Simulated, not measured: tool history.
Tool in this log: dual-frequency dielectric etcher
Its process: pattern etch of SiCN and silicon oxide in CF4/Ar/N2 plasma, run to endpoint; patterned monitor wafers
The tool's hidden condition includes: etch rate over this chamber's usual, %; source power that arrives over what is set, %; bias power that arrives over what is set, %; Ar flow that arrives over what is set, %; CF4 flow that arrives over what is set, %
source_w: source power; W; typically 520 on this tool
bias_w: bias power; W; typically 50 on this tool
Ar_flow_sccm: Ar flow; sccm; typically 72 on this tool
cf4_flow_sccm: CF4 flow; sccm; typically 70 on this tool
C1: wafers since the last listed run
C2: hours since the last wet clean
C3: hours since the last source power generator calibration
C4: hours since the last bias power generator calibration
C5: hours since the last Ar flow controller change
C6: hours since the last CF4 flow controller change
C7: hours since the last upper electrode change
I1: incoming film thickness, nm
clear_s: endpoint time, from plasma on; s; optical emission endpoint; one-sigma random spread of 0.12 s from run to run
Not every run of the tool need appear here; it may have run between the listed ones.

{"run": 1, "day": 0.0, "source_w": 520, "bias_w": 50, "Ar_flow_sccm": 72, "cf4_flow_sccm": 70, "C1": 0, "C2": 206.7, "C3": 3787.9, "C4": 2376.2, "C5": 120, "C6": 288, "C7": 104.2, "I1": 12.77, "clear_s": 12.6}
{"run": 2, "day": 1.929, "source_w": 520, "bias_w": 50, "Ar_flow_sccm": 72, "cf4_flow_sccm": 70, "C1": 887, "C2": 253, "C3": 3834.2, "C4": 2422.5, "C5": 166.3, "C6": 334.3, "C7": 150.5, "I1": 12.75, "clear_s": 12.7}
{"run": 3, "day": 4.167, "source_w": 520, "bias_w": 50, "Ar_flow_sccm": 83, "cf4_flow_sccm": 84, "C1": 1029, "C2": 306.7, "C3": 3887.9, "C4": 2476.2, "C5": 220, "C6": 388, "C7": 204.2, "I1": 12.93, "clear_s": 12.9}
{"run": 4, "day": 6.238, "source_w": 450, "bias_w": 38, "Ar_flow_sccm": 72, "cf4_flow_sccm": 70, "C1": 952, "C2": 356.4, "C3": 3937.6, "C4": 2525.9, "C5": 269.7, "C6": 437.7, "C7": 253.9, "I1": 12.9, "clear_s": 15.7}
{"run": 5, "day": 8.904, "source_w": 420, "bias_w": 50, "Ar_flow_sccm": 85, "cf4_flow_sccm": 80, "C1": 1226, "C2": 420.4, "C3": 4001.6, "C4": 2589.9, "C5": 333.7, "C6": 501.7, "C7": 317.9, "I1": 12.72, "clear_s": 15.7}
{"day": 12.146, "done": "wet clean of the chamber"}
{"run": 6, "day": 12.167, "source_w": 640, "bias_w": 50, "Ar_flow_sccm": 72, "cf4_flow_sccm": 65, "C1": 1040, "C2": 0.5, "C3": 4079.9, "C4": 2668.2, "C5": 412, "C6": 580, "C7": 396.2, "I1": 12.84, "clear_s": 10.5}
{"run": 7, "day": 14.429, "source_w": 520, "bias_w": 50, "Ar_flow_sccm": 65, "cf4_flow_sccm": 85, "C1": 1040, "C2": 54.8, "C3": 4134.2, "C4": 2722.5, "C5": 466.3, "C6": 634.3, "C7": 450.5, "I1": 12.79, "clear_s": 11.9}
{"run": 8, "day": 16.4, "source_w": 520, "bias_w": 50, "Ar_flow_sccm": 72, "cf4_flow_sccm": 70, "C1": 906, "C2": 102.1, "C3": 4181.5, "C4": 2769.8, "C5": 513.6, "C6": 681.6, "C7": 497.8, "I1": 12.85, "clear_s": 12.6}
{"run": 9, "day": 18.871, "source_w": 520, "bias_w": 61, "Ar_flow_sccm": 72, "cf4_flow_sccm": 70, "C1": 1136, "C2": 161.4, "C3": 4240.8, "C4": 2829.1, "C5": 572.9, "C6": 740.9, "C7": 557.1, "I1": 12.76, "clear_s": 11.9}
{"run": 10, "day": 21.467, "source_w": 520, "bias_w": 50, "Ar_flow_sccm": 64, "cf4_flow_sccm": 70, "C1": 1193, "C2": 223.7, "C3": 4303.1, "C4": 2891.4, "C5": 635.2, "C6": 803.2, "C7": 619.4, "I1": 12.81, "clear_s": 12.4}
{"run": 11, "day": 24.396, "source_w": 520, "bias_w": 50, "Ar_flow_sccm": 56, "cf4_flow_sccm": 82, "C1": 1347, "C2": 294, "C3": 4373.4, "C4": 2961.7, "C5": 705.5, "C6": 873.5, "C7": 689.7, "I1": 12.76, "clear_s": 11.7}
{"run": 12, "day": 26.467, "source_w": 520, "bias_w": 50, "Ar_flow_sccm": 72, "cf4_flow_sccm": 70, "C1": 952, "C2": 343.7, "C3": 4423.1, "C4": 3011.4, "C5": 755.2, "C6": 923.2, "C7": 739.4, "I1": 12.83, "clear_s": 12.3}
{"day": 27.308, "done": "source power generator calibrated"}
{"run": 13, "day": 27.992, "source_w": 440, "bias_w": 61, "Ar_flow_sccm": 72, "cf4_flow_sccm": 60, "C1": 624, "C2": 380.3, "C3": 16.4, "C4": 3048, "C5": 791.8, "C6": 959.8, "C7": 776, "I1": 12.71, "clear_s": 15.2}
{"run": 14, "day": 30.804, "source_w": 470, "bias_w": 40, "Ar_flow_sccm": 57, "cf4_flow_sccm": 54, "C1": 1293, "C2": 447.8, "C3": 83.9, "C4": 3115.5, "C5": 859.3, "C6": 1027.3, "C7": 843.5, "I1": 12.9, "clear_s": 15.2}
{"day": 32.304, "done": "wet clean of the chamber"}
{"run": 15, "day": 32.979, "source_w": 520, "bias_w": 39, "Ar_flow_sccm": 64, "cf4_flow_sccm": 80, "C1": 540, "C2": 16.2, "C3": 136.1, "C4": 3167.7, "C5": 911.5, "C6": 1079.5, "C7": 895.7, "I1": 12.78, "clear_s": 13.4}
{"day": 35.754, "done": "bias power generator calibrated"}
{"run": 16, "day": 40.967, "source_w": 600, "bias_w": 50, "Ar_flow_sccm": 56, "cf4_flow_sccm": 70, "C1": 3596, "C2": 207.9, "C3": 327.8, "C4": 125.1, "C5": 1103.2, "C6": 1271.2, "C7": 1087.4, "I1": 12.78, "clear_s": 10.8}
{"run": 17, "day": 42.271, "source_w": 650, "bias_w": 50, "Ar_flow_sccm": 72, "cf4_flow_sccm": 70, "C1": 599, "C2": 239.2, "C3": 359.1, "C4": 156.4, "C5": 1134.5, "C6": 1302.5, "C7": 1118.7, "I1": 12.84, "clear_s": 10.5}
{"run": 18, "day": 45.146, "source_w": 620, "bias_w": 46, "Ar_flow_sccm": 55, "cf4_flow_sccm": 87, "C1": 1322, "C2": 308.2, "C3": 428.1, "C4": 225.4, "C5": 1203.5, "C6": 1371.5, "C7": 1187.7, "I1": 12.85, "clear_s": 10.3}
{"run": 19, "day": 47.804, "source_w": 520, "bias_w": 50, "Ar_flow_sccm": 67, "cf4_flow_sccm": 70, "C1": 1222, "C2": 372, "C3": 491.9, "C4": 289.2, "C5": 1267.3, "C6": 1435.3, "C7": 1251.5, "I1": 12.83, "clear_s": 13}
{"run": 20, "day": 50.567, "source_w": 520, "bias_w": 50, "Ar_flow_sccm": 72, "cf4_flow_sccm": 70, "C1": 1270, "C2": 438.3, "C3": 558.2, "C4": 355.5, "C5": 1333.6, "C6": 1501.6, "C7": 1317.8, "I1": 12.93, "clear_s": 13.1}
{"run": 21, "day": 51.95, "source_w": 610, "bias_w": 50, "Ar_flow_sccm": 72, "cf4_flow_sccm": 70, "C1": 636, "C2": 471.5, "C3": 591.4, "C4": 388.7, "C5": 1366.8, "C6": 1534.8, "C7": 1351, "I1": 12.81, "clear_s": 11}
{"run": 22, "day": 53.596, "source_w": 410, "bias_w": 50, "Ar_flow_sccm": 72, "cf4_flow_sccm": 70, "C1": 756, "C2": 511, "C3": 630.9, "C4": 428.2, "C5": 1406.3, "C6": 1574.3, "C7": 1390.5, "I1": 12.85, "clear_s": 16.6}
{"run": 23, "day": 54.938, "source_w": 410, "bias_w": 50, "Ar_flow_sccm": 58, "cf4_flow_sccm": 53, "C1": 617, "C2": 543.2, "C3": 663.1, "C4": 460.4, "C5": 1438.5, "C6": 1606.5, "C7": 1422.7, "I1": 12.8, "clear_s": 16.4}
{"day": 56.625, "done": "wet clean of the chamber"}
{"run": 24, "day": 57.325, "source_w": 520, "bias_w": 57, "Ar_flow_sccm": 81, "cf4_flow_sccm": 81, "C1": 638, "C2": 16.8, "C3": 720.4, "C4": 517.7, "C5": 1495.8, "C6": 1663.8, "C7": 1480, "I1": 12.75, "clear_s": 12.5}

Take each entry between the runs: how does the hidden state at the last listed run before it differ from the hidden state at the first listed run after it?
After run 5, before run 6: wet clean of the chamber (day 12.146)
  source power that arrives over what is set, %: 4.06 -> 4.15
  measured value less the no-hidden-state value, clear_s: -0.6 -> -0.5 s
After run 12, before run 13: source power generator calibrated (day 27.308)
  source power that arrives over what is set, %: 4.56 -> 0.498
  measured value less the no-hidden-state value, clear_s: -0.6 -> -0.1 s
After run 14, before run 15: wet clean of the chamber (day 32.304)
  source power that arrives over what is set, %: 0.578 -> 0.64
  measured value less the no-hidden-state value, clear_s: -0.1 -> -0.1 s
After run 15, before run 16: bias power generator calibrated (day 35.754)
  source power that arrives over what is set, %: 0.64 -> 0.866
  measured value less the no-hidden-state value, clear_s: -0.1 -> -0.1 s
After run 23, before run 24: wet clean of the chamber (day 56.625)
  source power that arrives over what is set, %: 1.26 -> 1.33
  measured value less the no-hidden-state value, clear_s: -0.2 -> -0.2 s
